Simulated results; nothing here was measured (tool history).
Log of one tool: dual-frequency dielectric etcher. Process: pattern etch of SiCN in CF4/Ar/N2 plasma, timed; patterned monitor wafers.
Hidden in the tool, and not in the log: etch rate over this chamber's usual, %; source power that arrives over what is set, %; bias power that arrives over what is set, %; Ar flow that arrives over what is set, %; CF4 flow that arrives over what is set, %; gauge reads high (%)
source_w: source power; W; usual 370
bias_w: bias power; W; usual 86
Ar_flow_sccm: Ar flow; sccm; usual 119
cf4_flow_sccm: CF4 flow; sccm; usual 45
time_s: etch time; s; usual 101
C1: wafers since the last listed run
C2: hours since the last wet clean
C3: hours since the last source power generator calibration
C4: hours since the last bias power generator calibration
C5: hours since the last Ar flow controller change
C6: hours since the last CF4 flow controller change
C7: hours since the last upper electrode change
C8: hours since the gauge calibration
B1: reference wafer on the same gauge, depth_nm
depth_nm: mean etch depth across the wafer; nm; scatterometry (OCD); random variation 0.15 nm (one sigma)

{"run": 1, "day": 0.0, "source_w": 370, "bias_w": 86, "Ar_flow_sccm": 119, "cf4_flow_sccm": 45, "time_s": 101, "C1": 0, "C2": 92.8, "C3": 105.7, "C4": 1497.6, "C5": 4798.4, "C6": 86.6, "C7": 5714.4, "C8": 52.8, "B1": 61.3, "depth_nm": 73.5}
{"day": 0.667, "done": "Ar flow controller replaced"}
{"run": 2, "day": 0.688, "source_w": 370, "bias_w": 86, "Ar_flow_sccm": 119, "cf4_flow_sccm": 45, "time_s": 101, "C1": 120, "C2": 109.3, "C3": 122.2, "C4": 1514.1, "C5": 0.5, "C6": 103.1, "C7": 5730.9, "C8": 69.3, "B1": 61.3, "depth_nm": 73.4}
{"run": 3, "day": 1.096, "source_w": 280, "bias_w": 72, "Ar_flow_sccm": 97, "cf4_flow_sccm": 45, "time_s": 88, "C1": 112, "C2": 119.1, "C3": 132, "C4": 1523.9, "C5": 10.3, "C6": 112.9, "C7": 5740.7, "C8": 79.1, "B1": 61.3, "depth_nm": 44.8}
{"run": 4, "day": 1.779, "source_w": 370, "bias_w": 86, "Ar_flow_sccm": 119, "cf4_flow_sccm": 51, "time_s": 101, "C1": 188, "C2": 135.5, "C3": 148.4, "C4": 1540.3, "C5": 26.7, "C6": 129.3, "C7": 5757.1, "C8": 95.5, "B1": 61.3, "depth_nm": 74.7}
{"run": 5, "day": 2.412, "source_w": 370, "bias_w": 78, "Ar_flow_sccm": 110, "cf4_flow_sccm": 53, "time_s": 116, "C1": 174, "C2": 150.7, "C3": 163.6, "C4": 1555.5, "C5": 41.9, "C6": 144.5, "C7": 5772.3, "C8": 110.7, "B1": 61.3, "depth_nm": 83.5}
{"day": 3.038, "done": "bias power generator calibrated"}
{"run": 6, "day": 3.058, "source_w": 400, "bias_w": 93, "Ar_flow_sccm": 119, "cf4_flow_sccm": 45, "time_s": 83, "C1": 132, "C2": 166.2, "C3": 179.1, "C4": 0.5, "C5": 57.4, "C6": 160, "C7": 5787.8, "C8": 126.2, "B1": 61.3, "depth_nm": 66.7}
{"run": 7, "day": 3.596, "source_w": 370, "bias_w": 86, "Ar_flow_sccm": 119, "cf4_flow_sccm": 45, "time_s": 101, "C1": 148, "C2": 179.1, "C3": 192, "C4": 13.4, "C5": 70.3, "C6": 172.9, "C7": 5800.7, "C8": 139.1, "B1": 61.3, "depth_nm": 72.4}
{"run": 8, "day": 4.462, "source_w": 370, "bias_w": 86, "Ar_flow_sccm": 119, "cf4_flow_sccm": 45, "time_s": 101, "C1": 238, "C2": 199.9, "C3": 212.8, "C4": 34.2, "C5": 91.1, "C6": 193.7, "C7": 5821.5, "C8": 159.9, "B1": 61.3, "depth_nm": 72.2}
{"run": 9, "day": 4.717, "source_w": 460, "bias_w": 77, "Ar_flow_sccm": 119, "cf4_flow_sccm": 45, "time_s": 101, "C1": 70, "C2": 206, "C3": 218.9, "C4": 40.3, "C5": 97.2, "C6": 199.8, "C7": 5827.6, "C8": 166, "B1": 61.3, "depth_nm": 85.7}
{"run": 10, "day": 5.304, "source_w": 370, "bias_w": 86, "Ar_flow_sccm": 119, "cf4_flow_sccm": 41, "time_s": 101, "C1": 161, "C2": 220.1, "C3": 233, "C4": 54.4, "C5": 111.3, "C6": 213.9, "C7": 5841.7, "C8": 180.1, "B1": 61.3, "depth_nm": 71}
{"run": 11, "day": 5.838, "source_w": 370, "bias_w": 86, "Ar_flow_sccm": 119, "cf4_flow_sccm": 45, "time_s": 101, "C1": 147, "C2": 232.9, "C3": 245.8, "C4": 67.2, "C5": 124.1, "C6": 226.7, "C7": 5854.5, "C8": 192.9, "B1": 61.3, "depth_nm": 72.1}
{"day": 7.167, "done": "upper electrode replaced"}
{"run": 12, "day": 8.017, "source_w": 370, "bias_w": 86, "Ar_flow_sccm": 119, "cf4_flow_sccm": 45, "time_s": 101, "C1": 325, "C2": 285.2, "C3": 298.1, "C4": 119.5, "C5": 176.4, "C6": 279, "C7": 20.4, "C8": 245.2, "B1": 61.3, "depth_nm": 72.3}
{"run": 13, "day": 8.658, "source_w": 370, "bias_w": 86, "Ar_flow_sccm": 119, "cf4_flow_sccm": 45, "time_s": 72, "C1": 176, "C2": 300.6, "C3": 313.5, "C4": 134.9, "C5": 191.8, "C6": 294.4, "C7": 35.8, "C8": 260.6, "B1": 61.3, "depth_nm": 51.5}
{"day": 9.888, "done": "wet clean of the chamber"}
{"run": 14, "day": 9.908, "source_w": 370, "bias_w": 86, "Ar_flow_sccm": 119, "cf4_flow_sccm": 45, "time_s": 101, "C1": 68, "C2": 0.5, "C3": 343.5, "C4": 164.9, "C5": 221.8, "C6": 324.4, "C7": 65.8, "C8": 290.6, "B1": 61.3, "depth_nm": 72.2}
{"run": 15, "day": 11.579, "source_w": 370, "bias_w": 86, "Ar_flow_sccm": 119, "cf4_flow_sccm": 54, "time_s": 130, "C1": 460, "C2": 40.6, "C3": 383.6, "C4": 205, "C5": 261.9, "C6": 364.5, "C7": 105.9, "C8": 330.7, "B1": 61.3, "depth_nm": 95.8}
{"run": 16, "day": 12.008, "source_w": 370, "bias_w": 86, "Ar_flow_sccm": 119, "cf4_flow_sccm": 45, "time_s": 128.5, "C1": 118, "C2": 50.9, "C3": 393.9, "C4": 215.3, "C5": 272.2, "C6": 374.8, "C7": 116.2, "C8": 341, "B1": 61.3, "depth_nm": 91.9}
{"run": 17, "day": 12.529, "source_w": 350, "bias_w": 86, "Ar_flow_sccm": 119, "cf4_flow_sccm": 45, "time_s": 84.5, "C1": 143, "C2": 63.4, "C3": 406.4, "C4": 227.8, "C5": 284.7, "C6": 387.3, "C7": 128.7, "C8": 353.5, "B1": 61.4, "depth_nm": 57.3}
{"run": 18, "day": 13.171, "source_w": 430, "bias_w": 105, "Ar_flow_sccm": 119, "cf4_flow_sccm": 37, "time_s": 101, "C1": 176, "C2": 78.8, "C3": 421.8, "C4": 243.2, "C5": 300.1, "C6": 402.7, "C7": 144.1, "C8": 368.9, "B1": 61.3, "depth_nm": 89.9}
{"run": 19, "day": 13.562, "source_w": 370, "bias_w": 86, "Ar_flow_sccm": 130, "cf4_flow_sccm": 51, "time_s": 101, "C1": 107, "C2": 88.2, "C3": 431.2, "C4": 252.6, "C5": 309.5, "C6": 412.1, "C7": 153.5, "C8": 378.3, "B1": 61.3, "depth_nm": 72.9}
{"run": 20, "day": 14.112, "source_w": 370, "bias_w": 86, "Ar_flow_sccm": 149, "cf4_flow_sccm": 45, "time_s": 101, "C1": 151, "C2": 101.4, "C3": 444.4, "C4": 265.8, "C5": 322.7, "C6": 425.3, "C7": 166.7, "C8": 391.5, "B1": 61.3, "depth_nm": 70.2}
{"run": 21, "day": 14.392, "source_w": 440, "bias_w": 70, "Ar_flow_sccm": 104, "cf4_flow_sccm": 41, "time_s": 101, "C1": 76, "C2": 108.1, "C3": 451.1, "C4": 272.5, "C5": 329.4, "C6": 432, "C7": 173.4, "C8": 398.2, "B1": 61.3, "depth_nm": 79.3}

4 ways to go on from here, each from the tool as it stands after run 21. What would each give?
{"run": "A", "day": 14.408, "source_w": 370, "bias_w": 86, "Ar_flow_sccm": 119, "cf4_flow_sccm": 45, "time_s": 101, "C1": 4, "C2": 108.5, "C3": 451.5, "C4": 272.9, "C5": 329.8, "C6": 432.4, "C7": 173.8, "C8": 398.6, "B1": "?", "depth_nm": "?"}
{"run": "B", "day": 14.408, "source_w": 300, "bias_w": 86, "Ar_flow_sccm": 119, "cf4_flow_sccm": 45, "time_s": 101, "C1": 4, "C2": 108.5, "C3": 451.5, "C4": 272.9, "C5": 329.8, "C6": 432.4, "C7": 173.8, "C8": 398.6, "B1": "?", "depth_nm": "?"}
{"run": "C", "day": 14.408, "source_w": 420, "bias_w": 74, "Ar_flow_sccm": 119, "cf4_flow_sccm": 45, "time_s": 101, "C1": 4, "C2": 108.5, "C3": 451.5, "C4": 272.9, "C5": 329.8, "C6": 432.4, "C7": 173.8, "C8": 398.6, "B1": "?", "depth_nm": "?"}
{"run": "D", "day": 14.408, "source_w": 370, "bias_w": 106, "Ar_flow_sccm": 119, "cf4_flow_sccm": 41, "time_s": 74.5, "C1": 4, "C2": 108.5, "C3": 451.5, "C4": 272.9, "C5": 329.8, "C6": 432.4, "C7": 173.8, "C8": 398.6, "B1": "?", "depth_nm": "?"}

run=A B1=61.3 depth_nm=72.4
run=B B1=61.3 depth_nm=58
run=C B1=61.3 depth_nm=77
run=D B1=61.3 depth_nm=58.1
Without the tool's hidden state the same runs would have given:
run=A depth_nm=71.9
run=B depth_nm=57.6
run=C depth_nm=76.5
run=D depth_nm=57.7

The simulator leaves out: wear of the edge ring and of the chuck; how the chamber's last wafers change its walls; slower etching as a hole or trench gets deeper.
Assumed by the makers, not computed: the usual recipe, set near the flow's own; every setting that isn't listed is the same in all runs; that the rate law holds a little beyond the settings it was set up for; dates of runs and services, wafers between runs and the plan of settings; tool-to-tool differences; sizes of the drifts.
